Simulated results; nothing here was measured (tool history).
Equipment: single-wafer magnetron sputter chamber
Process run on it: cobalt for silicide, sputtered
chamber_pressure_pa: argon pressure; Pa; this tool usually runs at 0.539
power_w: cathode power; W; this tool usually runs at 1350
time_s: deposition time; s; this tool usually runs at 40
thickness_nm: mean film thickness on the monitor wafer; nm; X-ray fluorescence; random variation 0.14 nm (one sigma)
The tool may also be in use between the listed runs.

run   hour  chamber_pressure_pa  power_w  time_s  read-back reference wafer on the same gauge, thickness_nm  thickness_nm
  1      0                0.539     1350      40                                                     20.108         24.07
      22.5  -- sputter target and shields replaced
  2     23                0.539     1350      40                                                     20.142        24.626
  3   48.3                0.539     1350      40                                                     20.081        24.364
  4   82.8                0.539     1450      40                                                     20.122        25.742
  5  117.5                0.539     1450      40                                                     20.117        25.226
  6  145.9                0.539     1350      40                                                     20.102        24.146
  7    179                0.669     1350      40                                                     20.096        22.603
  8  191.2                0.669     1350      40                                                     20.112        22.735
       215  -- magnet pack replaced
  9  215.6                0.669     1350      40                                                     20.097        22.737
     239.4  -- sputter target and shields replaced
 10  241.4                0.539     1600      40                                                     20.079        27.021
 11    276                0.539     1600      40                                                     20.105        26.952
 12    311                0.539     1350      40                                                     20.116        24.315
     327.9  -- capacitance manometer re-zeroed and calibrated
 13  328.8                0.539     1350      40                                                     20.128        24.291
 14  364.3                0.539     1350    45.5                                                     20.117        27.719
 15  380.5                0.539     1350      40                                                     20.063        24.156
 16  412.2                0.539     1350    35.7                                                     20.073        21.285
     424.2  -- sputter target and shields replaced
 17  436.9                0.539     1350    43.1                                                     20.094        26.649
 18  455.2                0.539     1050    33.7                                                     20.116        18.137
     481.3  -- gauge calibrated
 19  481.4                0.539     1350    42.8                                                     20.116        26.199
 20  508.4                0.714     1350      45                                                     20.122        25.226

Run 21 has not been measured yet. What should we expect?
 21  528.1                0.539     1350    47.9                                                          ?             ?

Run 21 gave read-back reference wafer on the same gauge, thickness_nm 20.105, thickness_nm 29.23 nm.
Minus the tool's unlogged condition, the same run would have read thickness_nm 29.752 nm.
